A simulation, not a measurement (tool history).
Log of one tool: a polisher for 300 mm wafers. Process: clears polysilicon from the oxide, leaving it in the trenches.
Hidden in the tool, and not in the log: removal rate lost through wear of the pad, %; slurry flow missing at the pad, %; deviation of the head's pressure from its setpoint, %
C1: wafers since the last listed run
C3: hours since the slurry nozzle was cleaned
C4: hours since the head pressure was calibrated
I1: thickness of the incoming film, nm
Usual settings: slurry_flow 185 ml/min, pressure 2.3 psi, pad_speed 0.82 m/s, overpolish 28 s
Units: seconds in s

run 1 hour=0 | slurry_flow=230 pressure=2.3 pad_speed=0.82 overpolish=28 | C1=0 wafers_polished_on_this_pad=543 C3=68.1 C4=699.3 | I1=480.8 | seconds=52.4
run 2 hour=39.4 | slurry_flow=230 pressure=2.3 pad_speed=0.82 overpolish=28 | C1=514 wafers_polished_on_this_pad=1058 C3=107.5 C4=738.7 | I1=477.3 | seconds=52.8
run 3 hour=149.1 | slurry_flow=230 pressure=2.3 pad_speed=0.82 overpolish=28 | C1=1433 wafers_polished_on_this_pad=2491 C3=217.2 C4=848.4 | I1=477.8 | seconds=54.7
run 4 hour=179.9 | slurry_flow=185 pressure=2.3 pad_speed=0.82 overpolish=28 | C1=402 wafers_polished_on_this_pad=2894 C3=248 C4=879.2 | I1=480.8 | seconds=58
run 5 hour=204.7 | slurry_flow=185 pressure=2.3 pad_speed=0.82 overpolish=28 | C1=324 wafers_polished_on_this_pad=3218 C3=272.8 C4=904 | I1=475.9 | seconds=56.3
run 6 hour=249 | slurry_flow=185 pressure=2.3 pad_speed=0.82 overpolish=28 | C1=578 wafers_polished_on_this_pad=3797 C3=317.1 C4=948.3 | I1=480.5 | seconds=58.4
-- hour=261.2 worn pad replaced by a new one
-- hour=300.3 slurry nozzle cleaned
run 7 hour=416.8 | slurry_flow=185 pressure=2.3 pad_speed=0.82 overpolish=28 | C1=2127 wafers_polished_on_this_pad=2019 C3=116.5 C4=1116.1 | I1=473.9 | seconds=55.7
run 8 hour=480 | slurry_flow=185 pressure=2.3 pad_speed=0.82 overpolish=28 | C1=825 wafers_polished_on_this_pad=2845 C3=179.7 C4=1179.3 | I1=481.2 | seconds=57.1
run 9 hour=515.7 | slurry_flow=185 pressure=2.3 pad_speed=0.82 overpolish=28 | C1=466 wafers_polished_on_this_pad=3311 C3=215.4 C4=1215 | I1=471.5 | seconds=58.7
-- hour=561.5 worn pad replaced by a new one
run 10 hour=586.1 | slurry_flow=185 pressure=2.3 pad_speed=0.82 overpolish=28 | C1=867 wafers_polished_on_this_pad=321 C3=285.8 C4=1285.4 | I1=488.1 | seconds=56.6
-- hour=628.7 slurry nozzle cleaned
run 11 hour=638 | slurry_flow=155 pressure=2.3 pad_speed=0.82 overpolish=28 | C1=665 wafers_polished_on_this_pad=986 C3=9.3 C4=1337.3 | I1=474.7 | seconds=56.4
run 12 hour=686.5 | slurry_flow=170 pressure=2.3 pad_speed=0.82 overpolish=28 | C1=633 wafers_polished_on_this_pad=1620 C3=57.8 C4=1385.8 | I1=481.9 | seconds=57.1
run 13 hour=753.2 | slurry_flow=170 pressure=2.3 pad_speed=0.82 overpolish=28 | C1=871 wafers_polished_on_this_pad=2492 C3=124.5 C4=1452.5 | I1=482.3 | seconds=58.8
run 14 hour=785.9 | slurry_flow=170 pressure=2.3 pad_speed=0.82 overpolish=28 | C1=427 wafers_polished_on_this_pad=2919 C3=157.2 C4=1485.2 | I1=472.7 | seconds=57.8
-- hour=835.1 worn pad replaced by a new one
run 15 hour=855.1 | slurry_flow=215 pressure=2.3 pad_speed=0.82 overpolish=28 | C1=851 wafers_polished_on_this_pad=261 C3=226.4 C4=1554.4 | I1=486.4 | seconds=56.4

Forecast run 16:
-- hour=874.1 head pressure recalibrated
run 16 hour=888.1 | slurry_flow=220 pressure=3.1 pad_speed=0.82 overpolish=28 | C1=405 wafers_polished_on_this_pad=667 C3=259.4 C4=14 | I1=485.7 | seconds=?

Run 16 gave seconds 44.1 s.
Without the tool's hidden state the same run would have given seconds 43.3 s.
